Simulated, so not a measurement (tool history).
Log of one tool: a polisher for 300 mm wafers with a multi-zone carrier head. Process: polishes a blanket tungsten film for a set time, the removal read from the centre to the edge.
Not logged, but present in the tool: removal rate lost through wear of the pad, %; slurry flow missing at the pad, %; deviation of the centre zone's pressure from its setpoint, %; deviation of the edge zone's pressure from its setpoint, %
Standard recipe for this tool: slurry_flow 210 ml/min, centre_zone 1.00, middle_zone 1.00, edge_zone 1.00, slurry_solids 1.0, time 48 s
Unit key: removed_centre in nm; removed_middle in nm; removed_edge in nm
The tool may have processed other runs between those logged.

run	hour	slurry_flow	centre_zone	middle_zone	edge_zone	slurry_solids	time	wafers since the last listed run	wafers polished on this pad	hours since the slurry nozzle was cleaned	hours since the centre zone pressure was calibrated	hours since the edge zone pressure was calibrated	hours since the carrier head's membrane was replaced	incoming thickness of the incoming film, nm	removed_centre	removed_middle	removed_edge
1	0.0	210	1.00	1.00	1.00	1.0	48	0	731	50.8	69.2	21.3	983.8	1530.7	133.6	131.0	134.3
2	16.2	140	1.10	1.00	1.00	1.0	48	171	903	67.0	85.4	37.5	1000.0	1501.1	139.6	127.4	127.6
3	22.2	210	1.00	1.09	1.00	1.1	48	63	966	73.0	91.4	43.5	1006.0	1503.7	134.7	142.5	137.3
# hour 32.1: worn pad replaced by a new one
4	47.4	210	1.00	1.00	1.00	1.0	48	224	162	98.2	116.6	68.7	1031.2	1490.3	131.5	131.9	130.5
5	56.1	210	1.00	1.00	1.00	1.0	48	92	254	106.9	125.3	77.4	1039.9	1490.5	131.1	134.7	133.4
6	67.2	175	1.00	1.00	1.00	1.0	43	117	372	118.0	136.4	88.5	1051.0	1483.1	116.8	119.1	116.5
# hour 75.1: carrier head's membrane replaced by a new one
7	75.6	210	1.00	1.00	1.00	1.0	48	36	408	126.4	144.8	96.9	0.5	1502.1	130.2	134.3	133.3
8	90.4	210	1.00	1.00	1.00	1.0	48	156	565	141.2	159.6	111.7	15.3	1480.3	130.8	134.0	136.0
9	101.9	210	1.00	1.00	1.00	1.0	48	121	686	152.7	171.1	123.2	26.8	1478.4	132.5	133.0	132.0
10	119.6	190	1.04	1.00	0.91	1.0	59	187	874	170.4	188.8	140.9	44.5	1500.2	166.0	162.0	152.4
11	128.8	210	1.00	1.00	1.00	1.0	48	97	971	179.6	198.0	150.1	53.7	1504.0	134.9	130.6	133.9
# hour 141.3: worn pad replaced by a new one
12	142.8	245	1.08	1.00	1.05	1.0	48	105	16	193.6	212.0	164.1	67.7	1502.6	143.0	136.2	138.9
13	149.0	210	1.00	1.00	1.00	1.0	48	65	81	199.8	218.2	170.3	73.9	1487.1	133.9	130.4	133.2
14	158.9	210	1.00	1.00	1.00	1.0	48	104	186	209.7	228.1	180.2	83.8	1472.3	135.3	132.4	135.1
15	171.9	210	1.10	1.00	1.03	0.9	62	137	324	222.7	241.1	193.2	96.8	1500.1	182.5	169.2	171.0
16	183.7	210	1.00	1.00	1.00	1.1	48	125	449	234.5	252.9	205.0	108.6	1519.2	135.1	137.2	134.5
17	191.3	150	0.93	1.06	0.89	1.0	48	80	529	242.1	260.5	212.6	116.2	1508.2	120.2	131.6	122.9
18	197.4	210	1.00	1.00	1.00	1.2	48	64	594	248.2	266.6	218.7	122.3	1528.2	135.5	138.5	136.2
19	207.3	155	1.06	1.00	1.00	1.0	48	104	699	258.1	276.5	228.6	132.2	1499.0	137.0	127.3	129.4
20	213.9	210	1.00	1.00	1.00	1.0	48	69	769	264.7	283.1	235.2	138.8	1488.0	132.6	135.5	131.9
21	229.3	210	1.00	1.00	0.89	1.0	48	163	932	280.1	298.5	250.6	154.2	1516.1	133.9	131.5	127.2
22	242.3	175	1.00	0.89	1.00	0.7	63	137	1070	293.1	311.5	263.6	167.2	1491.1	159.1	153.6	163.7

Expected results for the next run?
# hour 258.9: worn pad replaced by a new one
23	259.4	210	0.93	1.00	1.00	1.0	48	138	4	310.2	328.6	280.7	184.3	1495.4	?	?	?

Logged for run 23: removed_centre 121.9 nm, removed_middle 131.7 nm, removed_edge 134.7 nm.
With the hidden condition absent and the run-to-run variation left alone, this run would have shown removed_centre 121.9 nm, removed_middle 131.7 nm, removed_edge 134.7 nm.
